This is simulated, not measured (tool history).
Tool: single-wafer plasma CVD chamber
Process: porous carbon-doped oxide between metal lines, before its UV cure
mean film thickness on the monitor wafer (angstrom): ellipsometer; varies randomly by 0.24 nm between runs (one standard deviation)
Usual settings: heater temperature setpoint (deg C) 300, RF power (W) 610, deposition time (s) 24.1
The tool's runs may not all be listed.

run   hour  heater temperature setpoint (deg C)  RF power (W)  deposition time (s)  wafers since the last listed run  hours since the last thermocouple change  hours since the last RF generator calibration  hours since the showerhead was replaced  hours since the gauge calibration  read-back reference wafer on the same gauge, thickness_nm  mean film thickness on the monitor wafer (angstrom)
  1    0.0                                  304           575                 24.1                                 0                                    2086.7                                         1807.8                                   2871.4                              107.2                                                    171.983                                              1343.69
  2   46.1                                  304           575                 24.1                              2105                                    2132.8                                         1853.9                                   2917.5                              153.3                                                    172.030                                              1343.04
  3   63.5                                  300           550                 24.1                               794                                    2150.2                                         1871.3                                   2934.9                              170.7                                                    172.020                                              1319.66
  4   72.7                                  300           550                 24.1                               420                                    2159.4                                         1880.5                                   2944.1                              179.9                                                    171.997                                              1318.46
      87.3  -- thermocouple changed; heater temperature recalibrated
  5   87.8                                  300           550                 24.1                               324                                       0.5                                         1895.6                                   2959.2                              195.0                                                    172.035                                              1318.33
  6   95.5                                  300           610                 24.1                               351                                       8.2                                         1903.3                                   2966.9                              202.7                                                    172.042                                              1453.81
     111.7  -- gauge calibrated
  7  112.0                                  300           610                 24.1                               753                                      24.7                                         1919.8                                   2983.4                                0.3                                                    171.982                                              1459.77
  8  120.6                                  300           610                 24.1                               392                                      33.3                                         1928.4                                   2992.0                                8.9                                                    172.001                                              1457.54
  9  127.8                                  303           610                 24.1                               328                                      40.5                                         1935.6                                   2999.2                               16.1                                                    171.980                                              1426.07
     152.3  -- RF generator calibrated
 10  152.8                                  300           540                 24.1                               776                                      65.5                                            0.5                                   3024.2                               41.1                                                    171.972                                              1398.08
 11  163.0                                  303           610                 24.1                               465                                      75.7                                           10.7                                   3034.4                               51.3                                                    171.969                                              1535.36
 12  172.0                                  304           700                 28.9                               411                                      84.7                                           19.7                                   3043.4                               60.3                                                    172.045                                              2045.72
 13  182.0                                  300           610                 27.9                               456                                      94.7                                           29.7                                   3053.4                               70.3                                                    171.973                                              1798.57
     191.7  -- showerhead replaced
 14  195.6                                  290           580                 28.2                               255                                     108.3                                           43.3                                      3.9                               83.9                                                    172.004                                              1852.60
 15  215.2                                  300           610                 24.1                               895                                     127.9                                           62.9                                     23.5                              103.5                                                    172.055                                              1553.07
 16  231.3                                  315           565                 20.9                               735                                     144.0                                           79.0                                     39.6                              119.6                                                    172.023                                              1150.39
 17  241.1                                  315           565                 20.9                               447                                     153.8                                           88.8                                     49.4                              129.4                                                    172.015                                              1149.19
 18  256.1                                  300           610                 24.1                               685                                     168.8                                          103.8                                     64.4                              144.4                                                    172.011                                              1552.02
 19  263.4                                  288           610                 24.1                               333                                     176.1                                          111.1                                     71.7                              151.7                                                    171.978                                              1680.97
 20  277.2                                  300           610                 27.2                               630                                     189.9                                          124.9                                     85.5                              165.5                                                    172.044                                              1740.64
 21  289.5                                  309           610                 24.1                               561                                     202.2                                          137.2                                     97.8                              177.8                                                    171.970                                              1457.21

Describe how what the log doesn't record of the tool's condition differs between the last listed run preceding each entry between runs and the first listed run following it.
Run 4 -> run 5: thermocouple changed; heater temperature recalibrated (hour 87.3)
  delivered RF power above the setpoint (%): -7.92 -> -7.93
  difference, measured minus the result without the unlogged condition, mean film thickness on the monitor wafer (angstrom): -106.67 -> -106.86
Run 6 -> run 7: gauge calibrated (hour 111.7)
  delivered RF power above the setpoint (%): -7.94 -> -7.95
  difference, measured minus the result without the unlogged condition, mean film thickness on the monitor wafer (angstrom): -114.66 -> -115.36
Run 9 -> run 10: RF generator calibrated (hour 152.3)
  delivered RF power above the setpoint (%): -7.96 -> -0.218
  difference, measured minus the result without the unlogged condition, mean film thickness on the monitor wafer (angstrom): -112.91 -> -2.82
Run 13 -> run 14: showerhead replaced (hour 191.7)
  delivered RF power above the setpoint (%): -0.526 -> -0.666
  difference, measured minus the result without the unlogged condition, mean film thickness on the monitor wafer (angstrom): -8.58 -> -11.20
